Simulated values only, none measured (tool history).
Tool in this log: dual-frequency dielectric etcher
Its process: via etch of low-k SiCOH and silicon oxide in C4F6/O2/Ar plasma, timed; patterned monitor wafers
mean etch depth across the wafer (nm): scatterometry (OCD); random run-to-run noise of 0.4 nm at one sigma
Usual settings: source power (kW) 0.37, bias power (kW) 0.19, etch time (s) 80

run	hour	source power (kW)	bias power (kW)	etch time (s)	read-back reference wafer on the same gauge, depth_nm	mean etch depth across the wafer (nm)
1	0	0.41	0.19	94.5	177.1	261.8
# hour 3.6: gauge calibrated
2	8.8	0.37	0.155	92.5	176.9	227.3
3	31.7	0.37	0.155	92.5	177	227.2
4	52.8	0.37	0.19	80	176.9	210.5
5	67.9	0.37	0.19	80	177	210.8
6	87.7	0.37	0.19	80	176.9	209.9
7	105.3	0.37	0.19	80	177	209.7
8	132	0.42	0.19	80	177	222
# hour 148.3: bias power generator calibrated
9	153.5	0.42	0.19	80	177	223
10	168.3	0.45	0.168	101	176.9	276.4
11	182	0.37	0.19	80	176.9	208.1
12	217.5	0.43	0.234	98.5	177	296.8
13	241	0.31	0.219	80	177.1	201.7
14	267.8	0.28	0.208	92	176.8	215.8
# hour 284.4: source power generator calibrated
15	286.7	0.37	0.172	80	177	205.2
# hour 318.6: wet clean of the chamber
16	322.6	0.34	0.142	97.5	177	229.2
17	343.2	0.31	0.19	94	177.1	234.2
18	356.5	0.37	0.19	64.5	176.9	174.6
19	383.6	0.35	0.19	61	177.1	160.5
20	412.1	0.4	0.19	80	177	223.6
21	442.6	0.28	0.204	94	176.9	226.5
22	463.9	0.37	0.23	57.5	177.2	165.8
23	476.4	0.45	0.22	102	177	316.8
24	497.9	0.37	0.19	80	176.9	214.6
25	528.5	0.37	0.19	80	177	214.3
26	556.8	0.44	0.22	80	177	245.5
27	583	0.37	0.19	80	177.1	214.8
28	617.2	0.37	0.19	96	177.2	256.9
29	652.1	0.37	0.222	91	176.9	257.4
30	677.6	0.37	0.151	94	177.2	230.9
31	713.5	0.31	0.172	72.5	177	171.6

Some steps in mean etch depth across the wafer (nm), run to run, broken into two amounts with sign: the step expected even without the hidden condition (settings, incoming material, random variation), and the rest, left for the hidden condition together with whatever gauge scatter is not in both the measured and the hidden-condition-free result:
The hidden state here: etch rate over this chamber's usual, %; source power that arrives over what is set, %; bias power that arrives over what is set, %; gauge reads high (%).
Run 11 -> 12: source power (kW) 0.37 -> 0.43, bias power (kW) 0.19 -> 0.234, etch time (s) 80 -> 98.5. mean etch depth across the wafer (nm) +88.7: hidden state -4.4, all else +93.1.
Run 12 -> 13: source power (kW) 0.43 -> 0.31, bias power (kW) 0.234 -> 0.219, etch time (s) 98.5 -> 80. mean etch depth across the wafer (nm) -95.1: hidden state +4, all else -99.1.
Run 14 -> 15: source power (kW) 0.28 -> 0.37, bias power (kW) 0.208 -> 0.172, etch time (s) 92 -> 80, source power generator calibrated. mean etch depth across the wafer (nm) -10.6: hidden state +5.2, all else -15.8.
Run 15 -> 16: source power (kW) 0.37 -> 0.34, bias power (kW) 0.172 -> 0.142, etch time (s) 80 -> 97.5, wet clean of the chamber. mean etch depth across the wafer (nm) +24: hidden state +4.2, all else +19.8.
Run 22 -> 23: source power (kW) 0.37 -> 0.45, bias power (kW) 0.23 -> 0.22, etch time (s) 57.5 -> 102. mean etch depth across the wafer (nm) +151: hidden state -1.6, all else +152.6.
Run 23 -> 24: source power (kW) 0.45 -> 0.37, bias power (kW) 0.22 -> 0.19, etch time (s) 102 -> 80. mean etch depth across the wafer (nm) -102.2: hidden state +0.8, all else -103.
